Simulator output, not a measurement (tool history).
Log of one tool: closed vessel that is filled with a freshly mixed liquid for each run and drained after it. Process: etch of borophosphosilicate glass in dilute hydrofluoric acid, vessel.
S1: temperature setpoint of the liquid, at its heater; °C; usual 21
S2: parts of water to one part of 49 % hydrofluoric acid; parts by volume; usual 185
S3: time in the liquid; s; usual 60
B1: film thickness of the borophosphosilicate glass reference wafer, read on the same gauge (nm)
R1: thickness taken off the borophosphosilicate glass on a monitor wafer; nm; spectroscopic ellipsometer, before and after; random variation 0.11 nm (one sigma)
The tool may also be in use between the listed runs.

run   hour    S1   S2  S3     B1     R1
  1      0    21  210  60  39.98  10.66
  2   10.4    24  185  60  39.99  13.94
  3   34.2    24  185  60     40  13.82
  4   45.2    24  185  60  40.03  13.89
  5   53.7  17.5  240  60  39.99   7.88
  6   62.1    21  185  60  40.04   12.3
  7   75.4    21  185  60  39.98   12.4
  8   81.6    21  185  60  40.05   12.2
  9     96    21  185  60  39.99  12.29
     107.5  -- hydrofluoric acid flow meter replaced
 10  113.1    21  185  60  40.01  14.11
 11  120.2    21  185  60     40  14.08
     132.9  -- thermometer replaced
 12  134.3    21  145  60  40.01  18.63
 13    141    21  215  85  39.99  16.84
 14  151.4  22.5  185  30  40.02   7.35
 15  165.4    21  185  60  40.04  13.82
 16  175.8    19  185  75  39.97  15.99
     191.8  -- gauge calibrated
 17  193.6    21  135  85  39.99  27.97
 18  206.8    21  230  35     40   6.15
 19  220.9    25  185  75  39.98  19.92
 20  236.1    21  185  60  39.97  13.58
 21  250.6  19.5  235  95  39.99  15.24
 22  257.4    17  160  60  40.02   13.8

Forecast run 23:
 23  263.5  17  275  60   ?   ?

{"run 23": {"B1": 40, "R1": 7.23}}
Without the tool's hidden state the same run would have given R1 7.58 nm.
